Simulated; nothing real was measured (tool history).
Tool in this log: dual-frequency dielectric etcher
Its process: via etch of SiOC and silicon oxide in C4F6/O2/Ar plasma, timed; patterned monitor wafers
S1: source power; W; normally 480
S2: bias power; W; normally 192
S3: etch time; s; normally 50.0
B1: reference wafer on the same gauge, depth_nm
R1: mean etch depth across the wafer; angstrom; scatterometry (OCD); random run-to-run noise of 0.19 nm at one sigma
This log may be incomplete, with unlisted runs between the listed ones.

run 1 day=0.000 | S1=480 S2=192 S3=50.0 | B1=55.2 | R1=615
-- day=3.071 upper electrode replaced
run 2 day=3.092 | S1=480 S2=192 S3=50.0 | B1=55.2 | R1=617
run 3 day=5.212 | S1=480 S2=192 S3=50.0 | B1=55.2 | R1=620
run 4 day=7.329 | S1=480 S2=192 S3=50.0 | B1=55.2 | R1=617
-- day=10.858 wet clean of the chamber
run 5 day=11.100 | S1=480 S2=192 S3=50.0 | B1=55.2 | R1=616
run 6 day=13.417 | S1=480 S2=192 S3=50.0 | B1=55.2 | R1=615
run 7 day=16.883 | S1=480 S2=192 S3=50.0 | B1=55.2 | R1=618
run 8 day=19.179 | S1=480 S2=192 S3=50.0 | B1=55.2 | R1=616
run 9 day=22.862 | S1=450 S2=176 S3=54.0 | B1=55.2 | R1=634
run 10 day=25.462 | S1=560 S2=155 S3=54.0 | B1=55.2 | R1=661
-- day=27.042 gauge calibrated
run 11 day=28.142 | S1=480 S2=192 S3=60.0 | B1=55.2 | R1=743
run 12 day=30.888 | S1=520 S2=217 S3=36.5 | B1=55.2 | R1=481
run 13 day=32.950 | S1=530 S2=224 S3=44.5 | B1=55.2 | R1=599
-- day=36.812 wet clean of the chamber
run 14 day=36.833 | S1=590 S2=192 S3=57.5 | B1=55.2 | R1=766
run 15 day=40.688 | S1=480 S2=192 S3=44.0 | B1=55.2 | R1=538
run 16 day=42.250 | S1=430 S2=170 S3=45.0 | B1=55.2 | R1=510
run 17 day=45.571 | S1=360 S2=152 S3=38.0 | B1=55.2 | R1=388
run 18 day=49.292 | S1=480 S2=192 S3=50.0 | B1=55.2 | R1=614
-- day=52.562 source power generator calibrated
run 19 day=53.317 | S1=530 S2=221 S3=35.5 | B1=55.2 | R1=483
run 20 day=55.608 | S1=570 S2=179 S3=44.0 | B1=55.2 | R1=574
-- day=60.462 wet clean of the chamber
run 21 day=60.483 | S1=480 S2=192 S3=50.0 | B1=55.2 | R1=625
run 22 day=62.221 | S1=520 S2=192 S3=56.0 | B1=55.2 | R1=724
run 23 day=65.058 | S1=480 S2=220 S3=58.5 | B1=55.2 | R1=764
run 24 day=67.696 | S1=480 S2=220 S3=55.0 | B1=55.2 | R1=719
run 25 day=71.354 | S1=410 S2=147 S3=54.0 | B1=55.2 | R1=584
run 26 day=74.429 | S1=430 S2=192 S3=57.0 | B1=55.2 | R1=680
run 27 day=77.329 | S1=480 S2=192 S3=50.0 | B1=55.2 | R1=625
run 28 day=80.271 | S1=480 S2=192 S3=50.0 | B1=55.2 | R1=626
run 29 day=84.121 | S1=480 S2=192 S3=50.0 | B1=55.2 | R1=621

Forecast each of these 5 alternatives for the next run:
run A day=84.138 | S1=480 S2=192 S3=50.0 | B1=? | R1=?
run B day=84.138 | S1=480 S2=192 S3=54.0 | B1=? | R1=?
run C day=84.138 | S1=550 S2=192 S3=50.0 | B1=? | R1=?
run D day=84.138 | S1=480 S2=153 S3=61.0 | B1=? | R1=?
run E day=84.138 | S1=380 S2=150 S3=41.5 | B1=? | R1=?

run=A B1=55.2 R1=624
run=B B1=55.2 R1=674
run=C B1=55.2 R1=659
run=D B1=55.2 R1=710
run=E B1=55.2 R1=436
Had the tool no hidden state, the same runs would have come out as:
run=A R1=620
run=B R1=670
run=C R1=655
run=D R1=706
run=E R1=434

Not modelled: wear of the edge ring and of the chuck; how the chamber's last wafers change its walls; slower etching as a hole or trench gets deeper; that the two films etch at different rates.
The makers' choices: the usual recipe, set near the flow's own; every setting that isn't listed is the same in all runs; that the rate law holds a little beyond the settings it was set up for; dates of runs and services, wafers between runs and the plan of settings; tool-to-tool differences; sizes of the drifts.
